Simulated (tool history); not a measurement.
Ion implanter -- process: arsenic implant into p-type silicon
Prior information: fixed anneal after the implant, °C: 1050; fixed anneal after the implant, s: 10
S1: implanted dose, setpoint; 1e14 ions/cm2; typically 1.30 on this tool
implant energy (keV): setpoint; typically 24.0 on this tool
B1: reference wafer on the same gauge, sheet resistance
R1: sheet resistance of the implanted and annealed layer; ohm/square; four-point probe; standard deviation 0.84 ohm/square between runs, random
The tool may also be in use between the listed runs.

{"run": 1, "hour": 0.0, "S1": 1.3, "implant energy (keV)": 24.0, "B1": 497.76, "R1": 551.56}
{"run": 2, "hour": 32.9, "S1": 1.3, "implant energy (keV)": 24.0, "B1": 497.84, "R1": 553.2}
{"run": 3, "hour": 47.4, "S1": 1.3, "implant energy (keV)": 24.0, "B1": 498.16, "R1": 552.91}
{"run": 4, "hour": 81.3, "S1": 1.3, "implant energy (keV)": 24.0, "B1": 498.02, "R1": 551.52}
{"run": 5, "hour": 116.8, "S1": 1.3, "implant energy (keV)": 24.0, "B1": 497.86, "R1": 550.99}
{"run": 6, "hour": 132.2, "S1": 1.3, "implant energy (keV)": 24.0, "B1": 497.99, "R1": 551.27}
{"run": 7, "hour": 146.6, "S1": 1.3, "implant energy (keV)": 24.0, "B1": 497.95, "R1": 550.35}
{"run": 8, "hour": 172.0, "S1": 1.15, "implant energy (keV)": 22.0, "B1": 497.8, "R1": 611.04}
{"run": 9, "hour": 193.6, "S1": 1.15, "implant energy (keV)": 22.0, "B1": 498.01, "R1": 610.89}
{"run": 10, "hour": 217.2, "S1": 1.3, "implant energy (keV)": 24.0, "B1": 498.07, "R1": 550.54}
{"run": 11, "hour": 251.6, "S1": 1.3, "implant energy (keV)": 24.0, "B1": 497.89, "R1": 551.68}
{"run": 12, "hour": 281.1, "S1": 1.3, "implant energy (keV)": 24.0, "B1": 498.03, "R1": 550.92}
{"run": 13, "hour": 296.8, "S1": 1.3, "implant energy (keV)": 24.0, "B1": 498.0, "R1": 552.19}
{"run": 14, "hour": 313.5, "S1": 1.3, "implant energy (keV)": 24.0, "B1": 497.84, "R1": 551.65}
{"run": 15, "hour": 346.4, "S1": 1.65, "implant energy (keV)": 18.0, "B1": 498.19, "R1": 482.35}
{"run": 16, "hour": 419.8, "S1": 1.3, "implant energy (keV)": 24.0, "B1": 497.78, "R1": 550.04}
{"hour": 429.2, "done": "extraction supply calibrated"}
{"run": 17, "hour": 447.8, "S1": 1.15, "implant energy (keV)": 22.0, "B1": 497.81, "R1": 609.77}
{"run": 18, "hour": 469.6, "S1": 1.0, "implant energy (keV)": 24.0, "B1": 497.92, "R1": 660.79}
{"run": 19, "hour": 503.3, "S1": 0.93, "implant energy (keV)": 16.0, "B1": 498.41, "R1": 744.83}
{"run": 20, "hour": 518.7, "S1": 1.0, "implant energy (keV)": 16.5, "B1": 498.01, "R1": 703.76}
{"run": 21, "hour": 539.4, "S1": 1.3, "implant energy (keV)": 24.0, "B1": 497.85, "R1": 550.01}
{"hour": 549.4, "done": "gauge calibrated"}
{"run": 22, "hour": 554.2, "S1": 1.43, "implant energy (keV)": 17.0, "B1": 497.79, "R1": 540.0}
{"run": 23, "hour": 570.1, "S1": 1.48, "implant energy (keV)": 24.0, "B1": 498.19, "R1": 501.38}
{"hour": 581.0, "done": "Faraday cup replaced and dose calibrated"}
{"run": 24, "hour": 586.8, "S1": 1.61, "implant energy (keV)": 27.5, "B1": 498.21, "R1": 469.12}
{"run": 25, "hour": 609.7, "S1": 0.98, "implant energy (keV)": 32.0, "B1": 498.05, "R1": 645.65}
{"run": 26, "hour": 638.5, "S1": 1.3, "implant energy (keV)": 16.0, "B1": 497.99, "R1": 592.64}
{"run": 27, "hour": 698.2, "S1": 1.55, "implant energy (keV)": 24.0, "B1": 497.98, "R1": 490.12}
{"run": 28, "hour": 718.8, "S1": 1.3, "implant energy (keV)": 24.0, "B1": 498.06, "R1": 556.33}
{"run": 29, "hour": 754.7, "S1": 1.05, "implant energy (keV)": 31.5, "B1": 498.15, "R1": 614.01}

4 ways to go on from here, each from the tool as it stands after run 29. What would each give?
{"run": "A", "hour": 755.1, "S1": 1.3, "implant energy (keV)": 20.0, "B1": "?", "R1": "?"}
{"run": "B", "hour": 755.1, "S1": 1.3, "implant energy (keV)": 21.5, "B1": "?", "R1": "?"}
{"run": "C", "hour": 755.1, "S1": 1.57, "implant energy (keV)": 18.5, "B1": "?", "R1": "?"}
{"run": "D", "hour": 755.1, "S1": 1.3, "implant energy (keV)": 27.0, "B1": "?", "R1": "?"}

run=A B1=497.94 R1=573.70
run=B B1=497.94 R1=567.20
run=C B1=497.94 R1=505.25
run=D B1=497.94 R1=546.32
With the hidden condition removed and each run's random variation left untouched, the same runs would have given:
run=A R1=576.71
run=B R1=570.15
run=C R1=507.96
run=D R1=549.11

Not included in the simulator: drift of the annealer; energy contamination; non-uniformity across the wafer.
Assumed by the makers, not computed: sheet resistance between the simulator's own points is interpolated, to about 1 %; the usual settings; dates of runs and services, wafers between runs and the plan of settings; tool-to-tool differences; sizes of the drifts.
